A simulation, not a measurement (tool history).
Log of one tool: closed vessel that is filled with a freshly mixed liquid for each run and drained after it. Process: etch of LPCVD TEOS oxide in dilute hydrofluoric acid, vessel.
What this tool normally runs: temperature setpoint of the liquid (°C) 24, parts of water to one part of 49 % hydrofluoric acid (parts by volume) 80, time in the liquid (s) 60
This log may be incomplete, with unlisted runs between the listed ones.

| run | hour | temperature setpoint of the liquid (°C) | parts of water to one part of 49 % hydrofluoric acid (parts by volume) | time in the liquid (s) | wafers since the last listed run | hours since the thermometer was replaced | hours since the hydrofluoric acid flow meter was replaced | hours since the gauge calibration | read-back film thickness of the LPCVD TEOS oxide reference wafer, read on the same gauge (nm) | thickness taken off the LPCVD TEOS oxide on a monitor wafer (Å) |
|---|---|---|---|---|---|---|---|---|---|---|
| 1 | 0 | 28 | 80 | 60 | 0 | 1168.8 | 1013.3 | 14.9 | 50.01 | 314.6 |
| 2 | 9.4 | 28 | 80 | 60 | 609 | 1178.2 | 1022.7 | 24.3 | 50 | 310.4 |
| 3 | 18.2 | 28 | 80 | 60 | 570 | 1187 | 1031.5 | 33.1 | 49.97 | 310.6 |
| 4 | 27.5 | 24 | 80 | 60 | 603 | 1196.3 | 1040.8 | 42.4 | 50.01 | 264.5 |
| 5 | 38.3 | 24 | 80 | 60 | 700 | 1207.1 | 1051.6 | 53.2 | 50.06 | 264.3 |
| 6 | 56 | 24 | 80 | 60 | 1147 | 1224.8 | 1069.3 | 70.9 | 49.99 | 263.5 |
| 7 | 64.1 | 24 | 80 | 60 | 525 | 1232.9 | 1077.4 | 79 | 49.96 | 263 |
| 8 | 77.1 | 24 | 80 | 45 | 842 | 1245.9 | 1090.4 | 92 | 50.01 | 198.5 |
| 9 | 85.2 | 24 | 80 | 45 | 525 | 1254 | 1098.5 | 100.1 | 50.03 | 199.1 |
| 10 | 99.9 | 24 | 80 | 45 | 953 | 1268.7 | 1113.2 | 114.8 | 49.97 | 198.6 |
| 11 | 109.8 | 24 | 80 | 60 | 641 | 1278.6 | 1123.1 | 124.7 | 50 | 266.7 |
| 12 | 118.2 | 24 | 80 | 60 | 544 | 1287 | 1131.5 | 133.1 | 50 | 263 |
| 13 | 131.2 | 24 | 80 | 60 | 842 | 1300 | 1144.5 | 146.1 | 50.04 | 265 |
| 14 | 141.5 | 24 | 105 | 40 | 667 | 1310.3 | 1154.8 | 156.4 | 50.01 | 132 |
| 15 | 152.2 | 21.5 | 95 | 40 | 693 | 1321 | 1165.5 | 167.1 | 50.02 | 131.4 |
| 16 | 167 | 29 | 105 | 90 | 959 | 1335.8 | 1180.3 | 181.9 | 49.97 | 355.8 |
| 17 | 184 | 26 | 100 | 85 | 1102 | 1352.8 | 1197.3 | 198.9 | 49.96 | 319.8 |
| 18 | 200.9 | 24 | 80 | 80 | 1095 | 1369.7 | 1214.2 | 215.8 | 49.97 | 354.8 |
|  | 204.2 | hydrofluoric acid flow meter replaced |
|  | 245.4 | gauge calibrated |
|  | 247.4 | thermometer replaced |
| 19 | 249.6 | 26.5 | 110 | 80 | 3028 | 2.2 | 45.4 | 4.2 | 49.99 | 274.1 |
| 20 | 265.9 | 21 | 100 | 30 | 1056 | 18.5 | 61.7 | 20.5 | 50.03 | 90.5 |
| 21 | 281.1 | 24 | 80 | 60 | 985 | 33.7 | 76.9 | 35.7 | 49.98 | 268.5 |
| 22 | 292.1 | 24 | 120 | 60 | 713 | 44.7 | 87.9 | 46.7 | 49.98 | 167.5 |
| 23 | 328.3 | 24 | 100 | 60 | 2347 | 80.9 | 124.1 | 82.9 | 50.02 | 206.6 |
| 24 | 335 | 24 | 80 | 60 | 434 | 87.6 | 130.8 | 89.6 | 50.04 | 264.1 |
| 25 | 342 | 24 | 80 | 60 | 453 | 94.6 | 137.8 | 96.6 | 49.99 | 264.4 |
| 26 | 351.7 | 28.5 | 45 | 85 | 628 | 104.3 | 147.5 | 106.3 | 50.02 | 838.8 |
| 27 | 362.4 | 24 | 80 | 60 | 693 | 115 | 158.2 | 117 | 50.01 | 265.4 |

Each row is a separate what-if for the run after 27, all from the same tool condition, not one after another. Results?
| A | 363.1 | 24 | 80 | 60 | 45 | 115.7 | 158.9 | 117.7 | ? | ? |
| B | 363.1 | 24 | 105 | 60 | 45 | 115.7 | 158.9 | 117.7 | ? | ? |
| C | 363.1 | 21.5 | 80 | 60 | 45 | 115.7 | 158.9 | 117.7 | ? | ? |
| D | 363.1 | 20.5 | 110 | 60 | 45 | 115.7 | 158.9 | 117.7 | ? | ? |
| E | 363.1 | 20 | 60 | 60 | 45 | 115.7 | 158.9 | 117.7 | ? | ? |

| run | read-back film thickness of the LPCVD TEOS oxide reference wafer, read on the same gauge (nm) | thickness taken off the LPCVD TEOS oxide on a monitor wafer (Å) |
|---|---|---|
| A | 49.98 | 266.5 |
| B | 49.98 | 196.8 |
| C | 49.98 | 240.7 |
| D | 49.98 | 162.4 |
| E | 49.98 | 308.8 |
With no hidden state in the tool, these same runs would have given:
| run | thickness taken off the LPCVD TEOS oxide on a monitor wafer (Å) |
|---|---|
| A | 266.5 |
| B | 196.8 |
| C | 240.7 |
| D | 162.4 |
| E | 308.8 |
